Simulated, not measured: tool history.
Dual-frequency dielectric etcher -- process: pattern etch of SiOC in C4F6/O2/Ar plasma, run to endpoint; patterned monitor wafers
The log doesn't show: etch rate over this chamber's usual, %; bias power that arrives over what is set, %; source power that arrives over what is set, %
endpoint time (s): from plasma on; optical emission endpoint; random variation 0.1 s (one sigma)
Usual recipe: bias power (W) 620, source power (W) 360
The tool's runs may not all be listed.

run    hour  bias power (W)  source power (W)  wafers since the last listed run  hours since the last wet clean  hours since the last bias power generator calibration  hours since the last source power generator calibration  hours since the last upper electrode change  incoming incoming film thickness, nm  endpoint time (s)
  1       0             620               360                                 0                           318.7                                                 3496.6                                                    602.4                                       1651.1                                 39.73               12.5
  2    30.9             620               360                               395                           349.6                                                 3527.5                                                    633.3                                         1682                                 39.72               12.3
  3    58.1             715               320                               347                           376.8                                                 3554.7                                                    660.5                                       1709.2                                 39.31               12.2
  4    91.8             503               360                               430                           410.5                                                 3588.4                                                    694.2                                       1742.9                                 39.14               13.6
  5   197.5             503               360                              1351                           516.2                                                 3694.1                                                    799.9                                       1848.6                                 39.04               13.6
  6     216             503               360                               236                           534.7                                                 3712.6                                                    818.4                                       1867.1                                 38.97               13.9
      245.6  -- wet clean of the chamber
  7   247.2             620               360                                92                             1.6                                                 3743.8                                                    849.6                                       1898.3                                 39.09               11.9
  8   276.1             620               430                               369                            30.5                                                 3772.7                                                    878.5                                       1927.2                                 39.62                 11
  9   288.4             620               430                               157                            42.8                                                   3785                                                    890.8                                       1939.5                                 39.08               11.1
 10   307.3             620               430                               241                            61.7                                                 3803.9                                                    909.7                                       1958.4                                  39.3               11.3
 11   328.9             692               360                               276                            83.3                                                 3825.5                                                    931.3                                         1980                                 39.33               11.5
 12   341.6             620               310                               162                              96                                                 3838.2                                                      944                                       1992.7                                 39.69               13.1
 13   407.1             702               290                               837                           161.5                                                 3903.7                                                   1009.5                                       2058.2                                 39.11               12.4
 14   512.4             702               290                              1346                           266.8                                                   4009                                                   1114.8                                       2163.5                                 39.59               12.8
      539.2  -- upper electrode replaced
 15   539.7             674               360                                42                           294.1                                                 4036.3                                                   1142.1                                          0.5                                 38.92               11.6
 16   552.6             620               360                               164                             307                                                 4049.2                                                     1155                                         13.4                                  39.1               12.1
      560.4  -- bias power generator calibrated
 17   566.7             620               400                               129                           321.1                                                    6.3                                                   1169.1                                         27.5                                 39.38               11.7
 18   586.1             620               430                               248                           340.5                                                   25.7                                                   1188.5                                         46.9                                 39.01               11.3
 19   605.4             620               360                               246                           359.8                                                     45                                                   1207.8                                         66.2                                  39.6               12.3
 20   634.4             552               270                               370                           388.8                                                     74                                                   1236.8                                         95.2                                  39.7               15.1
 21   669.4             620               360                               447                           423.8                                                    109                                                   1271.8                                        130.2                                 39.49               12.4
 22   691.9             559               330                               287                           446.3                                                  131.5                                                   1294.3                                        152.7                                 39.57                 14
 23   770.8             620               290                              1008                           525.2                                                  210.4                                                   1373.2                                        231.6                                 39.28               13.6
      849.1  -- wet clean of the chamber
      856.8  -- source power generator calibrated
 24   865.7             689               310                               855                            16.6                                                  305.3                                                      8.9                                        326.5                                 39.32               12.3
 25   898.4             620               360                               418                            49.3                                                    338                                                     41.6                                        359.2                                 39.56               12.2
 26   930.5             620               360                               410                            81.4                                                  370.1                                                     73.7                                        391.3                                 39.57               12.2
 27   948.5             498               300                               230                            99.4                                                  388.1                                                     91.7                                        409.3                                 39.71               14.9
 28   980.4             479               400                               407                           131.3                                                    420                                                    123.6                                        441.2                                 39.39               13.3
 29  1002.5             532               390                               282                           153.4                                                  442.1                                                    145.7                                        463.3                                 39.16               12.7
 30  1024.1             502               290                               276                             175                                                  463.7                                                    167.3                                        484.9                                 39.27               14.9
 31  1058.3             620               310                               437                           209.2                                                  497.9                                                    201.5                                        519.1                                 38.96               12.8
 32  1083.7             555               400                               324                           234.6                                                  523.3                                                    226.9                                        544.5                                 39.58               12.7
 33  1105.5             503               360                               278                           256.4                                                  545.1                                                    248.7                                        566.3                                 39.36               13.7
 34  1121.4             714               360                               203                           272.3                                                    561                                                    264.6                                        582.2                                    39               11.4

What if the next run were any one of these 5? Each begins from the tool's condition after run 34:
  A  1121.8             748               360                                 5                           272.7                                                  561.4                                                      265                                        582.6                                 39.33                  ?
  B  1121.8             620               420                                 5                           272.7                                                  561.4                                                      265                                        582.6                                 39.33                  ?
  C  1121.8             726               400                                 5                           272.7                                                  561.4                                                      265                                        582.6                                 39.33                  ?
  D  1121.8             523               360                                 5                           272.7                                                  561.4                                                      265                                        582.6                                 39.33                  ?
  E  1121.8             722               400                                 5                           272.7                                                  561.4                                                      265                                        582.6                                 39.33                  ?

run  endpoint time (s)
  A               11.3
  B               11.6
  C                 11
  D               13.6
  E                 11
The same runs, with their run-to-run variation unchanged, on a tool lacking any hidden condition would have given:
run  endpoint time (s)
  A                 11
  B               11.3
  C               10.7
  D               13.2
  E               10.7

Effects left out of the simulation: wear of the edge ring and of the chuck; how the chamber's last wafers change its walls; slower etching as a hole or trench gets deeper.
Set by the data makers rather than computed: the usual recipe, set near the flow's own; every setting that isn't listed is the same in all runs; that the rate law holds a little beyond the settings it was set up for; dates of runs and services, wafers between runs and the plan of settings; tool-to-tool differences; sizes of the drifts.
